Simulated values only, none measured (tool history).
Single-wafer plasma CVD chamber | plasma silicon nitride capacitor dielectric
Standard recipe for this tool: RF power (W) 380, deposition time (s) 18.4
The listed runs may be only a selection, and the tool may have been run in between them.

run	day	RF power (W)	deposition time (s)	wafers since the last listed run	hours since the last RF generator calibration	hours since the showerhead was replaced	hours since the gauge calibration	read-back reference wafer on the same gauge, thickness_nm	mean film thickness on the monitor wafer (nm)
1	0.000	380	18.4	0	488.8	3143.3	1621.0	25.978	23.137
2	1.667	380	18.4	611	528.8	3183.3	1661.0	25.992	22.955
# day 3.696: gauge calibrated
3	4.321	380	18.4	973	592.5	3247.0	15.0	26.003	22.939
4	13.229	380	18.4	3267	806.3	3460.8	228.8	25.997	23.070
5	16.188	345	18.4	1085	877.3	3531.8	299.8	26.017	21.824
6	19.000	345	18.4	1031	944.8	3599.3	367.3	26.025	21.817
7	21.746	380	18.4	1007	1010.7	3665.2	433.2	26.035	22.919
8	25.050	380	18.4	1211	1090.0	3744.5	512.5	25.994	22.884
9	28.208	380	18.4	1158	1165.8	3820.3	588.3	25.985	22.911
10	31.467	380	18.4	1195	1244.0	3898.5	666.5	26.047	22.883
11	33.600	380	18.4	782	1295.2	3949.7	717.7	26.021	22.855
# day 35.575: showerhead replaced
12	37.488	380	18.4	1303	1388.5	45.9	811.0	26.009	22.848
# day 39.388: RF generator calibrated
13	40.446	330	18.4	962	25.4	116.9	882.0	26.020	20.949
14	42.775	380	18.4	854	81.3	172.8	937.9	26.011	22.264
15	45.625	380	18.4	1045	149.7	241.2	1006.3	25.970	22.313
16	49.546	330	20.4	1438	243.8	335.3	1100.4	26.010	23.078
# day 53.488: RF generator calibrated, repeated, since the last time left the tool worse
17	53.508	380	21.2	1331	0.5	430.4	1195.5	26.014	26.501
18	56.417	440	17.2	1066	70.3	500.2	1265.3	25.977	22.986
19	59.604	310	20.2	1169	146.8	576.7	1341.8	26.015	23.015
20	62.950	380	18.4	1227	227.1	657.0	1422.1	26.015	22.996
# day 64.262: gauge calibrated
21	66.992	380	18.4	1482	324.1	754.0	65.5	26.020	22.993
22	69.321	330	16.5	854	380.0	809.9	121.4	25.979	19.274
23	72.900	380	18.4	1312	465.9	895.8	207.3	26.019	23.066
24	76.050	350	18.4	1155	541.5	971.4	282.9	25.993	22.007
25	80.158	315	21.4	1506	640.1	1070.0	381.5	26.031	24.423
26	82.246	380	19.5	765	690.2	1120.1	431.6	25.995	24.283
27	86.529	410	15.9	1571	793.0	1222.9	534.4	26.031	20.547

Had the tool no unlogged condition, and each run kept its random variation, what would the results have been?
The hidden state here: delivered RF power above the setpoint (%); gauge reads high (%).
run	mean film thickness on the monitor wafer (nm)
1	23.285
2	23.114
3	23.118
4	23.315
5	22.076
6	22.089
7	23.224
8	23.214
9	23.265
10	23.260
11	23.248
12	23.270
13	21.775
14	23.160
15	23.235
16	24.064
17	26.593
18	23.087
19	23.139
20	23.143
21	23.169
22	19.437
23	23.286
24	22.239
25	24.713
26	24.587
27	20.833

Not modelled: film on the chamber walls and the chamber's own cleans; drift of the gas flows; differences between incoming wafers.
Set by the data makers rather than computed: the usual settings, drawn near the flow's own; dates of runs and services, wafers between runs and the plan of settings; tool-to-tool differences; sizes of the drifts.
